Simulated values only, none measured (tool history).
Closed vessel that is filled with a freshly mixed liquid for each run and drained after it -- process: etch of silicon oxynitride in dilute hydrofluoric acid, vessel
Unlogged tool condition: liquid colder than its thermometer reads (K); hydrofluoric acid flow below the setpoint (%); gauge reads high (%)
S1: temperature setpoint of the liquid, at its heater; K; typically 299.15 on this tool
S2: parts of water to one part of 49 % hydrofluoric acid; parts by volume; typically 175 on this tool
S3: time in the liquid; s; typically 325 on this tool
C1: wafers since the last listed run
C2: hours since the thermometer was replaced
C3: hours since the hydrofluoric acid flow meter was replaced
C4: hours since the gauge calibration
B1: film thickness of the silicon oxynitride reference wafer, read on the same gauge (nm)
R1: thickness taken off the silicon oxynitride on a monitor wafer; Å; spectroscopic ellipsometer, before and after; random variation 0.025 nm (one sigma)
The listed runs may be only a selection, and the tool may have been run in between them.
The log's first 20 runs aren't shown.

run 21 day=41.158 | S1=294.65 S2=260 S3=450 | C1=2427 C2=190.2 C3=1295.8 C4=709.2 | B1=70.03 | R1=40.4
-- day=42.708 hydrofluoric acid flow meter replaced
run 22 day=42.729 | S1=299.15 S2=175 S3=325 | C1=2141 C2=227.9 C3=0.5 C4=746.9 | B1=69.99 | R1=55.9
run 23 day=44.925 | S1=295.15 S2=175 S3=185 | C1=3074 C2=280.6 C3=53.2 C4=799.6 | B1=70 | R1=26.7
run 24 day=46.162 | S1=295.15 S2=175 S3=325 | C1=1732 C2=310.3 C3=82.9 C4=829.3 | B1=70.03 | R1=46.7
run 25 day=47.271 | S1=301.65 S2=250 S3=195 | C1=1551 C2=336.9 C3=109.5 C4=855.9 | B1=70 | R1=24.5
run 26 day=49.642 | S1=296.15 S2=205 S3=160 | C1=3319 C2=393.8 C3=166.4 C4=912.8 | B1=70.02 | R1=20.3
run 27 day=52.383 | S1=300.15 S2=175 S3=325 | C1=3839 C2=459.6 C3=232.2 C4=978.6 | B1=70 | R1=58.9
run 28 day=54.396 | S1=294.65 S2=235 S3=150 | C1=2818 C2=507.9 C3=280.5 C4=1026.9 | B1=69.97 | R1=15
run 29 day=56.962 | S1=299.15 S2=145 S3=470 | C1=3594 C2=569.5 C3=342.1 C4=1088.5 | B1=70.02 | R1=101
run 30 day=63.717 | S1=301.15 S2=175 S3=325 | C1=9457 C2=731.6 C3=504.2 C4=1250.6 | B1=70.04 | R1=61.5
run 31 day=66.508 | S1=299.15 S2=120 S3=435 | C1=3909 C2=798.6 C3=571.2 C4=1317.6 | B1=70 | R1=114.5
run 32 day=67.938 | S1=303.15 S2=95 S3=465 | C1=2001 C2=832.9 C3=605.5 C4=1351.9 | B1=69.98 | R1=190.1
run 33 day=70.062 | S1=297.65 S2=140 S3=450 | C1=2975 C2=883.9 C3=656.5 C4=1402.9 | B1=69.96 | R1=93.3

Consider 4 possible next runs. They are alternatives, not a sequence: every one starts from the tool as it was left by run 33. What does each give?
run A day=70.092 | S1=299.15 S2=255 S3=325 | C1=40 C2=884.6 C3=657.2 C4=1403.6 | B1=? | R1=?
run B day=70.092 | S1=295.15 S2=140 S3=390 | C1=40 C2=884.6 C3=657.2 C4=1403.6 | B1=? | R1=?
run C day=70.092 | S1=300.65 S2=210 S3=240 | C1=40 C2=884.6 C3=657.2 C4=1403.6 | B1=? | R1=?
run D day=70.092 | S1=302.65 S2=210 S3=325 | C1=40 C2=884.6 C3=657.2 C4=1403.6 | B1=? | R1=?

run=A B1=70.01 R1=35.9
run=B B1=70.01 R1=71.6
run=C B1=70.01 R1=35.6
run=D B1=70.01 R1=52.4
What these runs would have given with no unlogged condition in the tool:
run=A R1=35.9
run=B R1=71.6
run=C R1=35.6
run=D R1=52.4

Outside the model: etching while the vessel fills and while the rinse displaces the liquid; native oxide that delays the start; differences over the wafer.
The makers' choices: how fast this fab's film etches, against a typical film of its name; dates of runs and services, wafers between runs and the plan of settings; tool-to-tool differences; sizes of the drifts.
